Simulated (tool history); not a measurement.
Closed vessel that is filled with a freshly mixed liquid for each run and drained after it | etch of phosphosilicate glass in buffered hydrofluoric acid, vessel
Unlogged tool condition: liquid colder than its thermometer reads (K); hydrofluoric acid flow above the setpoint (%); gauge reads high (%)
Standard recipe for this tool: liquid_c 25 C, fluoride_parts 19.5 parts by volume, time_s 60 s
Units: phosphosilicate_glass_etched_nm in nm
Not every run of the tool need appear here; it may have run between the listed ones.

| run | day | liquid_c | fluoride_parts | time_s | wafers since the last listed run | hours since the thermometer was replaced | hours since the hydrofluoric acid flow meter was replaced | hours since the gauge calibration | read-back film thickness of the phosphosilicate glass reference wafer, read on the same gauge (nm) | phosphosilicate_glass_etched_nm |
|---|---|---|---|---|---|---|---|---|---|---|
| 1 | 0 | 25 | 19.5 | 60 | 0 | 2571.1 | 831.5 | 299.7 | 119.97 | 147 |
| 2 | 0.579 | 25 | 24.5 | 60 | 1254 | 2585 | 845.4 | 313.6 | 119.98 | 121.06 |
| 3 | 0.996 | 25 | 24.5 | 60 | 902 | 2595 | 855.4 | 323.6 | 120 | 121.6 |
| 4 | 1.258 | 25 | 24.5 | 60 | 568 | 2601.3 | 861.7 | 329.9 | 120.02 | 123.36 |
| 5 | 1.525 | 25 | 13.5 | 60 | 577 | 2607.7 | 868.1 | 336.3 | 119.99 | 208.44 |
| 6 | 1.954 | 25 | 13.5 | 60 | 929 | 2618 | 878.4 | 346.6 | 119.98 | 209.03 |
| 7 | 2.346 | 25 | 13.5 | 60 | 848 | 2627.4 | 887.8 | 356 | 119.97 | 209.18 |
| 8 | 3.029 | 25 | 19.5 | 60 | 1480 | 2643.8 | 904.2 | 372.4 | 119.99 | 145.01 |
| 9 | 3.6 | 25 | 19.5 | 60 | 1236 | 2657.5 | 917.9 | 386.1 | 120 | 144.64 |
| 10 | 3.988 | 25 | 19.5 | 60 | 839 | 2666.8 | 927.2 | 395.4 | 120.03 | 143.15 |
| 11 | 4.704 | 25 | 19.5 | 60 | 1552 | 2684 | 944.4 | 412.6 | 120.01 | 142.62 |
| 12 | 5.362 | 25 | 19.5 | 60 | 1425 | 2699.8 | 960.2 | 428.4 | 119.95 | 140.81 |
| 13 | 5.679 | 21.5 | 24 | 40 | 685 | 2707.4 | 967.8 | 436 | 119.99 | 67.18 |
|  | 6.046 | hydrofluoric acid flow meter replaced |
| 14 | 6.371 | 25 | 23 | 90 | 1407 | 2724 | 7.8 | 452.6 | 120.01 | 191.94 |
| 15 | 6.675 | 25 | 22 | 50 | 658 | 2731.3 | 15.1 | 459.9 | 119.99 | 107.38 |
| 16 | 7.138 | 26.5 | 27.5 | 35 | 1001 | 2742.4 | 26.2 | 471 | 120.03 | 71.06 |
|  | 7.358 | thermometer replaced |
| 17 | 7.696 | 25 | 19.5 | 60 | 1119 | 8.1 | 39.6 | 484.4 | 119.97 | 167.28 |
| 18 | 8.304 | 22 | 19.5 | 60 | 1317 | 22.7 | 54.2 | 499 | 120 | 143.7 |
| 19 | 8.8 | 30 | 25 | 30 | 1073 | 34.6 | 66.1 | 510.9 | 119.98 | 91 |
| 20 | 9.217 | 25 | 25 | 60 | 902 | 44.6 | 76.1 | 520.9 | 119.98 | 143.64 |
|  | 9.388 | gauge calibrated |
| 21 | 9.646 | 29 | 25.5 | 90 | 929 | 54.9 | 86.4 | 6.2 | 120.02 | 260.52 |
| 22 | 10.342 | 25 | 19.5 | 60 | 1507 | 71.6 | 103.1 | 22.9 | 120.02 | 167.76 |
| 23 | 10.971 | 23.5 | 19.5 | 30 | 1362 | 86.7 | 118.2 | 38 | 120.01 | 77.49 |
| 24 | 11.612 | 25 | 19.5 | 45 | 1389 | 102.1 | 133.6 | 53.4 | 120.01 | 128.15 |
| 25 | 12.142 | 25 | 19.5 | 60 | 1146 | 114.8 | 146.3 | 66.1 | 119.99 | 166.41 |
| 26 | 12.492 | 25 | 19.5 | 60 | 758 | 123.2 | 154.7 | 74.5 | 119.98 | 166.42 |
| 27 | 13.138 | 21.5 | 15 | 50 | 1398 | 138.7 | 170.2 | 90 | 119.99 | 148.87 |
| 28 | 13.546 | 25 | 19.5 | 60 | 884 | 148.5 | 180 | 99.8 | 120.02 | 168.16 |
| 29 | 14.004 | 29 | 16 | 85 | 992 | 159.5 | 191 | 110.8 | 120 | 357.35 |
| 30 | 14.362 | 25 | 14.5 | 30 | 776 | 168.1 | 199.6 | 119.4 | 119.98 | 112.62 |
| 31 | 14.654 | 25 | 23.5 | 80 | 631 | 175.1 | 206.6 | 126.4 | 120.03 | 193.24 |
| 32 | 15.133 | 29.5 | 19.5 | 60 | 1037 | 186.6 | 218.1 | 137.9 | 120 | 213.16 |

4 ways to go on from here, each from the tool as it stands after run 32. What would each give?
| A | 15.162 | 25 | 27 | 60 | 63 | 187.3 | 218.8 | 138.6 | ? | ? |
| B | 15.162 | 29 | 22.5 | 35 | 63 | 187.3 | 218.8 | 138.6 | ? | ? |
| C | 15.162 | 25 | 15 | 60 | 63 | 187.3 | 218.8 | 138.6 | ? | ? |
| D | 15.162 | 29 | 12.5 | 60 | 63 | 187.3 | 218.8 | 138.6 | ? | ? |

| run | read-back film thickness of the phosphosilicate glass reference wafer, read on the same gauge (nm) | phosphosilicate_glass_etched_nm |
|---|---|---|
| A | 120.01 | 132.39 |
| B | 120.01 | 108.61 |
| C | 120.01 | 216.02 |
| D | 120.01 | 320.07 |
With the hidden condition removed and each run's random variation left untouched, the same runs would have given:
| run | phosphosilicate_glass_etched_nm |
|---|---|
| A | 134.14 |
| B | 110.01 |
| C | 218.86 |
| D | 324.16 |

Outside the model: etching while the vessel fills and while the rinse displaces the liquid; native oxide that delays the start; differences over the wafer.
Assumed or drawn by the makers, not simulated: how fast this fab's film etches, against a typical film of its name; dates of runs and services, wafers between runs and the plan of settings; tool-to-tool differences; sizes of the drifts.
